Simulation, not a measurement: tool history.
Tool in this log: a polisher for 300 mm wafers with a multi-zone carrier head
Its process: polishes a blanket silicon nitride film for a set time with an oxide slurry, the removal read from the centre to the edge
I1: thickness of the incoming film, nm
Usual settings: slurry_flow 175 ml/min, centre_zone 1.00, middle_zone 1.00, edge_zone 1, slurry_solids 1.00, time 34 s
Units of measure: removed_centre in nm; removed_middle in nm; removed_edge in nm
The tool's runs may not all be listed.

run 1 hour=0.0 | slurry_flow=175 centre_zone=1.03 middle_zone=1.00 edge_zone=1 slurry_solids=1.00 time=34 | I1=484.5 | removed_centre=28.7 removed_middle=28.3 removed_edge=28.2
-- hour=20.7 worn pad replaced by a new one
run 2 hour=100.0 | slurry_flow=175 centre_zone=0.94 middle_zone=1.00 edge_zone=1 slurry_solids=1.00 time=28 | I1=493.0 | removed_centre=23.3 removed_middle=24.3 removed_edge=24.6
run 3 hour=139.7 | slurry_flow=175 centre_zone=0.94 middle_zone=1.00 edge_zone=1 slurry_solids=1.00 time=28 | I1=496.6 | removed_centre=22.9 removed_middle=23.8 removed_edge=23.9
run 4 hour=246.7 | slurry_flow=175 centre_zone=0.94 middle_zone=1.00 edge_zone=1 slurry_solids=1.00 time=28 | I1=489.2 | removed_centre=22.9 removed_middle=23.6 removed_edge=23.8
run 5 hour=305.8 | slurry_flow=175 centre_zone=1.08 middle_zone=1.00 edge_zone=1 slurry_solids=1.00 time=26 | I1=490.8 | removed_centre=23.4 removed_middle=21.7 removed_edge=22.0
run 6 hour=392.6 | slurry_flow=175 centre_zone=1.00 middle_zone=1.00 edge_zone=1 slurry_solids=1.00 time=34 | I1=491.8 | removed_centre=28.4 removed_middle=28.5 removed_edge=28.6
run 7 hour=464.0 | slurry_flow=175 centre_zone=1.12 middle_zone=0.96 edge_zone=1 slurry_solids=0.90 time=34 | I1=494.5 | removed_centre=30.1 removed_middle=26.4 removed_edge=27.0
-- hour=497.3 worn pad replaced by a new one
run 8 hour=503.3 | slurry_flow=175 centre_zone=1.00 middle_zone=1.07 edge_zone=1 slurry_solids=1.00 time=29 | I1=493.1 | removed_centre=25.7 removed_middle=27.4 removed_edge=26.4
-- hour=509.5 edge zone pressure recalibrated
run 9 hour=606.5 | slurry_flow=175 centre_zone=1.00 middle_zone=1.00 edge_zone=1 slurry_solids=1.25 time=34 | I1=485.7 | removed_centre=31.8 removed_middle=31.6 removed_edge=31.6
run 10 hour=650.0 | slurry_flow=175 centre_zone=1.00 middle_zone=1.00 edge_zone=1 slurry_solids=1.00 time=26 | I1=485.7 | removed_centre=22.7 removed_middle=22.6 removed_edge=22.6

What will run 11 give?
run 11 hour=738.1 | slurry_flow=200 centre_zone=1.04 middle_zone=1.00 edge_zone=1 slurry_solids=1.00 time=34 | I1=486.6 | removed_centre=? removed_middle=? removed_edge=?

{"run 11": {"removed_centre": 30.6, "removed_middle": 29.8, "removed_edge": 29.6}}
Take away the tool's hidden state, keep the run-to-run variation as it was, and the same run would have given removed_centre 32.6 nm, removed_middle 31.8 nm, removed_edge 31.6 nm.
